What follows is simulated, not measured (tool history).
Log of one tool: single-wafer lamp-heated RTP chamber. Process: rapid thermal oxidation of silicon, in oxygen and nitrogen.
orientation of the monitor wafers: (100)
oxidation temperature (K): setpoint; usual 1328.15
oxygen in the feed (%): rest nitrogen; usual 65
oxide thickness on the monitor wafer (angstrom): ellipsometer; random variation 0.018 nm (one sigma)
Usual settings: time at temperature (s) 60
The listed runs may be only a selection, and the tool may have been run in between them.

run,hour,oxidation temperature (K),time at temperature (s),oxygen in the feed (%),wafers since the last listed run,wafers since the last pyrometer calibration,hours since the oxygen flow controller was replaced,hours since the gauge calibration,"read-back reference wafer on the same gauge, thickness",oxide thickness on the monitor wafer (angstrom)
1,0.0,1322.15,60,65,0,165,3683.5,348.2,6.297,69.25
2,45.8,1322.15,60,65,352,518,3729.3,394.0,6.298,69.19
3,110.6,1322.15,60,65,499,1017,3794.1,458.8,6.296,69.43
4,151.4,1328.15,60,65,314,1332,3834.9,499.6,6.300,72.20
5,460.4,1328.15,60,65,2381,3713,4143.9,808.6,6.302,74.53
# hour 484.3: pyrometer window cleaned and pyrometer calibrated
6,534.2,1328.15,60,65,507,384,4217.7,882.4,6.302,71.90
7,588.2,1328.15,60,65,416,800,4271.7,936.4,6.306,71.96
8,627.0,1328.15,60,65,298,1099,4310.5,975.2,6.300,72.03
# hour 643.6: oxygen flow controller replaced
9,698.9,1328.15,60,65,492,1592,55.3,1047.1,6.301,72.68
10,779.6,1328.15,60,65,621,2214,136.0,1127.8,6.301,72.92
11,872.1,1328.15,60,65,712,2927,228.5,1220.3,6.299,73.72
# hour 902.8: pyrometer window cleaned and pyrometer calibrated
12,940.6,1314.15,60,65,466,291,297.0,1288.8,6.295,65.78
13,980.4,1315.15,75,65,306,597,336.8,1328.6,6.301,73.14
14,1083.9,1328.15,60,65,797,1395,440.3,1432.1,6.297,72.16
15,1155.8,1316.15,60,65,554,1949,512.2,1504.0,6.300,67.15
16,1200.4,1328.15,71,65,343,2293,556.8,1548.6,6.298,78.85
# hour 1247.5: gauge calibrated
17,1285.7,1328.15,60,35,657,2950,642.1,38.2,6.305,59.13
# hour 1313.2: pyrometer window cleaned and pyrometer calibrated
18,1385.9,1336.15,52,57,710,560,742.3,138.4,6.305,68.80
19,1457.7,1339.15,76,35,553,1113,814.1,210.2,6.298,69.99
20,1546.1,1328.15,60,65,681,1795,902.5,298.6,6.302,72.80
21,1644.4,1328.15,86,65,757,2552,1000.8,396.9,6.300,86.29

Branching from run 21: 4 alternative next runs. What would each branch give?
A,1644.8,1328.15,60,65,3,2555,1001.2,397.3,?,?
B,1644.8,1328.15,74,65,3,2555,1001.2,397.3,?,?
C,1644.8,1328.15,51,65,3,2555,1001.2,397.3,?,?
D,1644.8,1328.15,48,65,3,2555,1001.2,397.3,?,?

run,"read-back reference wafer on the same gauge, thickness",oxide thickness on the monitor wafer (angstrom)
A,6.304,73.38
B,6.304,80.58
C,6.304,68.30
D,6.304,66.51
The same runs, with their run-to-run variation unchanged, on a tool lacking any hidden condition would have given:
run,oxide thickness on the monitor wafer (angstrom)
A,71.90
B,78.94
C,66.92
D,65.17

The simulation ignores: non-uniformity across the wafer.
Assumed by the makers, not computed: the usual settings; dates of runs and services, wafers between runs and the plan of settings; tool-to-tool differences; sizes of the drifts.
